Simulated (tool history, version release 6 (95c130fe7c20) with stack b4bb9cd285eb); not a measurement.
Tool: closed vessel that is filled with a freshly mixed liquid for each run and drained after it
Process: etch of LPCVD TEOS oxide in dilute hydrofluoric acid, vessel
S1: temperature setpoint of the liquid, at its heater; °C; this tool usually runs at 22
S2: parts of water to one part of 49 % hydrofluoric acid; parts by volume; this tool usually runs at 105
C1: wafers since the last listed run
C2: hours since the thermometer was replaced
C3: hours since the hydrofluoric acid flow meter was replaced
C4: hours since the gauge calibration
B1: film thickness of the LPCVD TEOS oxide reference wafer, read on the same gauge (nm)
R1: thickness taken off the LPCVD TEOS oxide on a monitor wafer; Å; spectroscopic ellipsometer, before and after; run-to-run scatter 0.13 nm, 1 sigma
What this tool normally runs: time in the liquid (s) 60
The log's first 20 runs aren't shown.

run 21 hour=1099.6 | S1=22 S2=105 time_in_the_liquid_(s)=60 | C1=7109 C2=824.3 C3=136.6 C4=1027.8 | B1=130.01 | R1=305.2
run 22 hour=1195.4 | S1=22 S2=105 time_in_the_liquid_(s)=40 | C1=10164 C2=920.1 C3=232.4 C4=1123.6 | B1=130.04 | R1=204.7
-- hour=1218.2 thermometer replaced
run 23 hour=1266.4 | S1=17.5 S2=105 time_in_the_liquid_(s)=80 | C1=7427 C2=48.2 C3=303.4 C4=1194.6 | B1=129.98 | R1=342.3
run 24 hour=1331.4 | S1=22 S2=105 time_in_the_liquid_(s)=30 | C1=6896 C2=113.2 C3=368.4 C4=1259.6 | B1=130.04 | R1=153.9
-- hour=1341.6 gauge calibrated
run 25 hour=1401.3 | S1=22 S2=75 time_in_the_liquid_(s)=35 | C1=7416 C2=183.1 C3=438.3 C4=59.7 | B1=130 | R1=261.3
run 26 hour=1461.2 | S1=25.5 S2=70 time_in_the_liquid_(s)=95 | C1=6355 C2=243 C3=498.2 C4=119.6 | B1=130 | R1=879.6
run 27 hour=1531.6 | S1=25.5 S2=130 time_in_the_liquid_(s)=60 | C1=7469 C2=313.4 C3=568.6 C4=190 | B1=129.99 | R1=275.5
run 28 hour=1576.2 | S1=22 S2=105 time_in_the_liquid_(s)=60 | C1=4732 C2=358 C3=613.2 C4=234.6 | B1=130.02 | R1=309.7
run 29 hour=1622.5 | S1=26 S2=155 time_in_the_liquid_(s)=30 | C1=4912 C2=404.3 C3=659.5 C4=280.9 | B1=130 | R1=114.9
run 30 hour=1665.8 | S1=18.5 S2=90 time_in_the_liquid_(s)=60 | C1=4594 C2=447.6 C3=702.8 C4=324.2 | B1=130.02 | R1=320.2
run 31 hour=1730.2 | S1=22 S2=105 time_in_the_liquid_(s)=60 | C1=6833 C2=512 C3=767.2 C4=388.6 | B1=130.03 | R1=306.6
run 32 hour=1790.9 | S1=22 S2=105 time_in_the_liquid_(s)=60 | C1=6440 C2=572.7 C3=827.9 C4=449.3 | B1=129.98 | R1=306.3
run 33 hour=1839.6 | S1=23.5 S2=135 time_in_the_liquid_(s)=60 | C1=5167 C2=621.4 C3=876.6 C4=498 | B1=130 | R1=246.2
run 34 hour=1894.2 | S1=19 S2=120 time_in_the_liquid_(s)=75 | C1=5793 C2=676 C3=931.2 C4=552.6 | B1=130.03 | R1=294.9

Alternative continuations, all from the tool just after run 34; predict every row:
run A hour=1894.9 | S1=24.5 S2=105 time_in_the_liquid_(s)=60 | C1=74 C2=676.7 C3=931.9 C4=553.3 | B1=? | R1=?
run B hour=1894.9 | S1=24.5 S2=105 time_in_the_liquid_(s)=50 | C1=74 C2=676.7 C3=931.9 C4=553.3 | B1=? | R1=?
run C hour=1894.9 | S1=22 S2=90 time_in_the_liquid_(s)=60 | C1=74 C2=676.7 C3=931.9 C4=553.3 | B1=? | R1=?

run=A B1=130.04 R1=340.8
run=B B1=130.04 R1=284
run=C B1=130.04 R1=366.4
The same runs, with their run-to-run variation unchanged, on a tool lacking any hidden condition would have given:
run=A R1=340.8
run=B R1=284
run=C R1=366.4
